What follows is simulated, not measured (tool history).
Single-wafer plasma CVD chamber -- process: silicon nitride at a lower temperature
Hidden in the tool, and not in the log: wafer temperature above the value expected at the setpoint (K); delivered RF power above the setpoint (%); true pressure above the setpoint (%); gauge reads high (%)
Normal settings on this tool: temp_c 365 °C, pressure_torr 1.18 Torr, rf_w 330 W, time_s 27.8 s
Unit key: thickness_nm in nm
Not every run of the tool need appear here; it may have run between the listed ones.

| run | day | temp_c | pressure_torr | rf_w | time_s | wafers since the last listed run | hours since the last thermocouple change | hours since the last RF generator calibration | hours since the last manometer calibration | hours since the showerhead was replaced | hours since the gauge calibration | read-back reference wafer on the same gauge, thickness_nm | thickness_nm |
|---|---|---|---|---|---|---|---|---|---|---|---|---|---|
| 1 | 0 | 355 | 1.18 | 330 | 27.8 | 0 | 1193.1 | 967.5 | 1748.7 | 3750.7 | 179.2 | 28.286 | 28.801 |
| 2 | 0.308 | 355 | 1.18 | 330 | 27.8 | 150 | 1200.5 | 974.9 | 1756.1 | 3758.1 | 186.6 | 28.346 | 28.731 |
| 3 | 0.75 | 365 | 1.18 | 330 | 27.8 | 215 | 1211.1 | 985.5 | 1766.7 | 3768.7 | 197.2 | 28.295 | 28.676 |
| 4 | 1.167 | 365 | 1.18 | 330 | 27.8 | 203 | 1221.1 | 995.5 | 1776.7 | 3778.7 | 207.2 | 28.324 | 28.572 |
| 5 | 1.5 | 365 | 1.18 | 330 | 27.8 | 162 | 1229.1 | 1003.5 | 1784.7 | 3786.7 | 215.2 | 28.255 | 28.642 |
| 6 | 2 | 365 | 1.18 | 330 | 27.8 | 244 | 1241.1 | 1015.5 | 1796.7 | 3798.7 | 227.2 | 28.331 | 28.622 |
| 7 | 2.525 | 365 | 1.18 | 330 | 27.8 | 256 | 1253.7 | 1028.1 | 1809.3 | 3811.3 | 239.8 | 28.317 | 28.517 |
| 8 | 3.171 | 365 | 1.18 | 330 | 27.8 | 315 | 1269.2 | 1043.6 | 1824.8 | 3826.8 | 255.3 | 28.295 | 28.472 |
| 9 | 3.658 | 365 | 1.18 | 330 | 27.8 | 238 | 1280.9 | 1055.3 | 1836.5 | 3838.5 | 267 | 28.286 | 28.432 |
| 10 | 4.012 | 365 | 1.18 | 330 | 27.8 | 173 | 1289.4 | 1063.8 | 1845 | 3847 | 275.5 | 28.299 | 28.599 |
| 11 | 4.588 | 365 | 1.18 | 330 | 27.8 | 281 | 1303.2 | 1077.6 | 1858.8 | 3860.8 | 289.3 | 28.261 | 28.503 |
|  | 5.342 | capacitance manometer re-zeroed and calibrated |
| 12 | 5.362 | 365 | 1.18 | 330 | 27.8 | 215 | 1321.8 | 1096.2 | 0.5 | 3879.4 | 307.9 | 28.322 | 28.378 |
|  | 5.575 | gauge calibrated |
|  | 5.929 | RF generator calibrated |
|  | 5.992 | thermocouple changed; heater temperature recalibrated |
| 13 | 6.012 | 365 | 1.27 | 330 | 27.8 | 124 | 0.5 | 2 | 16.1 | 3895 | 10.5 | 28.283 | 31.452 |
| 14 | 6.025 | 350 | 1.31 | 265 | 27.8 | 6 | 0.8 | 2.3 | 16.4 | 3895.3 | 10.8 | 28.272 | 26.736 |
| 15 | 6.288 | 365 | 1.46 | 330 | 23.5 | 128 | 7.1 | 8.6 | 22.7 | 3901.6 | 17.1 | 28.299 | 28.237 |
| 16 | 6.925 | 365 | 1.18 | 295 | 25.8 | 311 | 22.4 | 23.9 | 38 | 3916.9 | 32.4 | 28.316 | 25.825 |
| 17 | 7.45 | 357 | 1.18 | 295 | 27.8 | 256 | 35 | 36.5 | 50.6 | 3929.5 | 45 | 28.295 | 27.872 |
| 18 | 7.933 | 365 | 1.18 | 330 | 27.8 | 236 | 46.6 | 48.1 | 62.2 | 3941.1 | 56.6 | 28.262 | 30.322 |
|  | 8.371 | showerhead replaced |
| 19 | 8.646 | 378 | 1.44 | 330 | 27.8 | 185 | 63.7 | 65.2 | 79.3 | 6.6 | 73.7 | 28.317 | 32.897 |
| 20 | 8.983 | 365 | 1.18 | 265 | 23.7 | 165 | 71.8 | 73.3 | 87.4 | 14.7 | 81.8 | 28.303 | 21.656 |
| 21 | 9.671 | 370 | 1.27 | 330 | 32.5 | 336 | 88.3 | 89.8 | 103.9 | 31.2 | 98.3 | 28.278 | 36.516 |
| 22 | 10.258 | 365 | 1.18 | 330 | 27.8 | 287 | 102.4 | 103.9 | 118 | 45.3 | 112.4 | 28.325 | 30.146 |
| 23 | 10.746 | 365 | 1.18 | 330 | 27.8 | 238 | 114.1 | 115.6 | 129.7 | 57 | 124.1 | 28.307 | 30.29 |
| 24 | 11.333 | 365 | 1.43 | 360 | 29.8 | 287 | 128.2 | 129.7 | 143.8 | 71.1 | 138.2 | 28.313 | 37.506 |
| 25 | 11.796 | 373 | 1.18 | 350 | 27.8 | 226 | 139.3 | 140.8 | 154.9 | 82.2 | 149.3 | 28.266 | 31.437 |
| 26 | 12.283 | 365 | 1.18 | 330 | 27.8 | 238 | 151 | 152.5 | 166.6 | 93.9 | 161 | 28.279 | 30.181 |
| 27 | 12.904 | 365 | 1.18 | 330 | 27.8 | 303 | 165.9 | 167.4 | 181.5 | 108.8 | 175.9 | 28.294 | 30.077 |

Same runs, no hidden state in the tool, same run-to-run variation:
| run | thickness_nm |
|---|---|
| 1 | 30.58 |
| 2 | 30.519 |
| 3 | 30.482 |
| 4 | 30.391 |
| 5 | 30.481 |
| 6 | 30.485 |
| 7 | 30.397 |
| 8 | 30.381 |
| 9 | 30.362 |
| 10 | 30.558 |
| 11 | 30.484 |
| 12 | 30.388 |
| 13 | 31.469 |
| 14 | 26.752 |
| 15 | 28.264 |
| 16 | 25.874 |
| 17 | 27.946 |
| 18 | 30.422 |
| 19 | 33.038 |
| 20 | 21.766 |
| 21 | 36.727 |
| 22 | 30.345 |
| 23 | 30.511 |
| 24 | 37.8 |
| 25 | 31.705 |
| 26 | 30.469 |
| 27 | 30.392 |

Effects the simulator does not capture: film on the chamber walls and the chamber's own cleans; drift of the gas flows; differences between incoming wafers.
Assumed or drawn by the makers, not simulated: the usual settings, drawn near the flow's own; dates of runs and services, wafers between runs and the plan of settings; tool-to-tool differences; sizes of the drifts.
